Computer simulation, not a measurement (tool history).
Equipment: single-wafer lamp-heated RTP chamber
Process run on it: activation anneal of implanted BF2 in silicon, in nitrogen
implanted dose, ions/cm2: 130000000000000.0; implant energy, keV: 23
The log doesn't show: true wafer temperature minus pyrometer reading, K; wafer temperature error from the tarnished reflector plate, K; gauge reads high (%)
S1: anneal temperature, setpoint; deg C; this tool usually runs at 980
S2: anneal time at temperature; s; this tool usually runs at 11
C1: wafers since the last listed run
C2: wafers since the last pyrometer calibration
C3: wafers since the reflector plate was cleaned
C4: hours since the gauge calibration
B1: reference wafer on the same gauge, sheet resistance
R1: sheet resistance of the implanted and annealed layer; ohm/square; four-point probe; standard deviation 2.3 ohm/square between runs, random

run,hour,S1,S2,C1,C2,C3,C4,B1,R1
1,0.0,980,11,0,1275,1333,85.3,872.29,731.43
2,23.8,980,11,627,1902,1960,109.1,871.89,730.74
3,44.3,980,11,540,2442,2500,129.6,873.38,735.54
# hour 74.5: reflector plate cleaned
4,75.0,980,11,598,3040,13,160.3,873.59,735.20
# hour 90.3: pyrometer window cleaned and pyrometer calibrated
5,91.6,980,11,226,34,240,176.9,874.13,730.93
# hour 194.1: reflector plate cleaned
6,195.8,980,11,2534,2568,43,281.1,878.07,742.36
# hour 222.8: pyrometer window cleaned and pyrometer calibrated
7,223.3,986,13,513,12,557,308.6,880.13,737.42
8,239.2,986,13,418,431,976,324.5,880.63,738.49
9,266.1,986,13,708,1140,1685,351.4,881.73,736.67
10,278.5,980,11,326,1467,2012,363.8,882.71,740.09
11,312.0,959,8,882,2349,2894,397.3,884.58,763.49
# hour 324.6: reflector plate cleaned
# hour 338.4: pyrometer window cleaned and pyrometer calibrated
12,346.7,1005,9,492,218,372,432.0,886.56,731.82
# hour 350.3: gauge calibrated
13,367.5,980,13,548,766,920,17.2,870.00,726.35
14,390.4,980,11,603,1369,1524,40.1,869.57,733.92
15,415.5,980,11,661,2030,2185,65.2,869.66,731.23
# hour 432.2: reflector plate cleaned
# hour 454.3: pyrometer window cleaned and pyrometer calibrated
16,454.8,953,13,613,14,384,104.5,870.30,753.45
17,477.9,980,6,608,622,993,127.6,870.48,737.95
18,511.3,1009,16,880,1502,1873,161.0,871.83,718.91
19,532.9,980,11,569,2072,2442,182.6,873.01,732.77
# hour 565.3: reflector plate cleaned
20,566.8,961,6,682,2754,39,216.5,874.28,754.44

Predict each of these 3 candidate next runs independently; none follows another, all start after run 20:
A,567.2,1003,11,10,2765,49,216.9,?,?
B,567.2,991,5,10,2765,49,216.9,?,?
C,567.2,957,13,10,2765,49,216.9,?,?

run,B1,R1
A,873.66,724.96
B,873.66,733.78
C,873.66,752.12
What these runs would have given with no unlogged condition in the tool:
run,R1
A,722.70
B,731.49
C,749.78
